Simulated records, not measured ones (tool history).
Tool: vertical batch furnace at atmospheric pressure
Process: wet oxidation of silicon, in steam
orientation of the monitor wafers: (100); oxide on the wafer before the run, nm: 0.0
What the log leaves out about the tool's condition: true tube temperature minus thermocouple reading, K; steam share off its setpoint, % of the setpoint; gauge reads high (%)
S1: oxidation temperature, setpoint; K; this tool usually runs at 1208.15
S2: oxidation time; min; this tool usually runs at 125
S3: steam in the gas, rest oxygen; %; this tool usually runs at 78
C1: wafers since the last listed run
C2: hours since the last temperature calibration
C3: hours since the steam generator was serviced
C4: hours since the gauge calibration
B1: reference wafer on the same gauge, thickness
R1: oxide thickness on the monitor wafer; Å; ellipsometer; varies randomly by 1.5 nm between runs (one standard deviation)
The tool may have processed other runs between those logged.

{"run": 1, "hour": 0.0, "S1": 1208.15, "S2": 125, "S3": 78, "C1": 0, "C2": 4317.4, "C3": 1170.9, "C4": 33.9, "B1": 336.17, "R1": 3251.7}
{"run": 2, "hour": 55.8, "S1": 1208.15, "S2": 125, "S3": 78, "C1": 472, "C2": 4373.2, "C3": 1226.7, "C4": 89.7, "B1": 336.28, "R1": 3228.3}
{"run": 3, "hour": 65.8, "S1": 1208.15, "S2": 125, "S3": 78, "C1": 84, "C2": 4383.2, "C3": 1236.7, "C4": 99.7, "B1": 336.35, "R1": 3231.6}
{"run": 4, "hour": 86.6, "S1": 1196.15, "S2": 125, "S3": 78, "C1": 176, "C2": 4404, "C3": 1257.5, "C4": 120.5, "B1": 336.09, "R1": 2873.4}
{"run": 5, "hour": 105.4, "S1": 1196.15, "S2": 125, "S3": 78, "C1": 159, "C2": 4422.8, "C3": 1276.3, "C4": 139.3, "B1": 336.71, "R1": 2881.6}
{"hour": 132.1, "done": "thermocouples replaced and temperature profile calibrated"}
{"run": 6, "hour": 132.6, "S1": 1196.15, "S2": 125, "S3": 78, "C1": 27, "C2": 0.5, "C3": 1303.5, "C4": 166.5, "B1": 336.65, "R1": 2855.7}
{"run": 7, "hour": 177.9, "S1": 1208.15, "S2": 125, "S3": 78, "C1": 383, "C2": 45.8, "C3": 1348.8, "C4": 211.8, "B1": 336.03, "R1": 3234.5}
{"run": 8, "hour": 192.7, "S1": 1208.15, "S2": 125, "S3": 78, "C1": 125, "C2": 60.6, "C3": 1363.6, "C4": 226.6, "B1": 336.42, "R1": 3221.4}
{"run": 9, "hour": 201.8, "S1": 1208.15, "S2": 125, "S3": 78, "C1": 77, "C2": 69.7, "C3": 1372.7, "C4": 235.7, "B1": 335.79, "R1": 3194.4}
{"run": 10, "hour": 215.2, "S1": 1208.15, "S2": 125, "S3": 82, "C1": 113, "C2": 83.1, "C3": 1386.1, "C4": 249.1, "B1": 335.82, "R1": 3346.1}
{"run": 11, "hour": 223.5, "S1": 1208.15, "S2": 125, "S3": 82, "C1": 70, "C2": 91.4, "C3": 1394.4, "C4": 257.4, "B1": 336.32, "R1": 3353}
{"run": 12, "hour": 233.2, "S1": 1208.15, "S2": 125, "S3": 78, "C1": 82, "C2": 101.1, "C3": 1404.1, "C4": 267.1, "B1": 335.35, "R1": 3216.6}
{"run": 13, "hour": 254.1, "S1": 1208.15, "S2": 125, "S3": 78, "C1": 177, "C2": 122, "C3": 1425, "C4": 288, "B1": 335.58, "R1": 3210.6}
{"run": 14, "hour": 265.1, "S1": 1208.15, "S2": 125, "S3": 78, "C1": 93, "C2": 133, "C3": 1436, "C4": 299, "B1": 335.91, "R1": 3216.5}
{"run": 15, "hour": 272.5, "S1": 1208.15, "S2": 125, "S3": 78, "C1": 62, "C2": 140.4, "C3": 1443.4, "C4": 306.4, "B1": 336.36, "R1": 3229.4}
{"run": 16, "hour": 286.0, "S1": 1208.15, "S2": 125, "S3": 78, "C1": 114, "C2": 153.9, "C3": 1456.9, "C4": 319.9, "B1": 335.74, "R1": 3217.2}
{"run": 17, "hour": 304.5, "S1": 1208.15, "S2": 150, "S3": 86, "C1": 156, "C2": 172.4, "C3": 1475.4, "C4": 338.4, "B1": 336.51, "R1": 3982.1}
{"run": 18, "hour": 320.5, "S1": 1186.15, "S2": 185, "S3": 73, "C1": 135, "C2": 188.4, "C3": 1491.4, "C4": 354.4, "B1": 335.57, "R1": 3376.4}
{"run": 19, "hour": 334.4, "S1": 1199.15, "S2": 125, "S3": 78, "C1": 117, "C2": 202.3, "C3": 1505.3, "C4": 368.3, "B1": 335.55, "R1": 2967.2}
{"hour": 361.3, "done": "gauge calibrated"}
{"hour": 365.1, "done": "steam generator serviced"}
{"run": 20, "hour": 365.6, "S1": 1227.15, "S2": 125, "S3": 78, "C1": 60, "C2": 233.5, "C3": 0.5, "C4": 4.3, "B1": 335.8, "R1": 4027.1}

Expected results for the next run?
{"run": 21, "hour": 370.6, "S1": 1228.15, "S2": 125, "S3": 72, "C1": 42, "C2": 238.5, "C3": 5.5, "C4": 9.3, "B1": "?", "R1": "?"}

Run 21 produced B1 335.76, R1 3836.8 Å.
If the tool had no hidden condition, the same run with the same run-to-run variation would have returned R1 3856.6 Å.
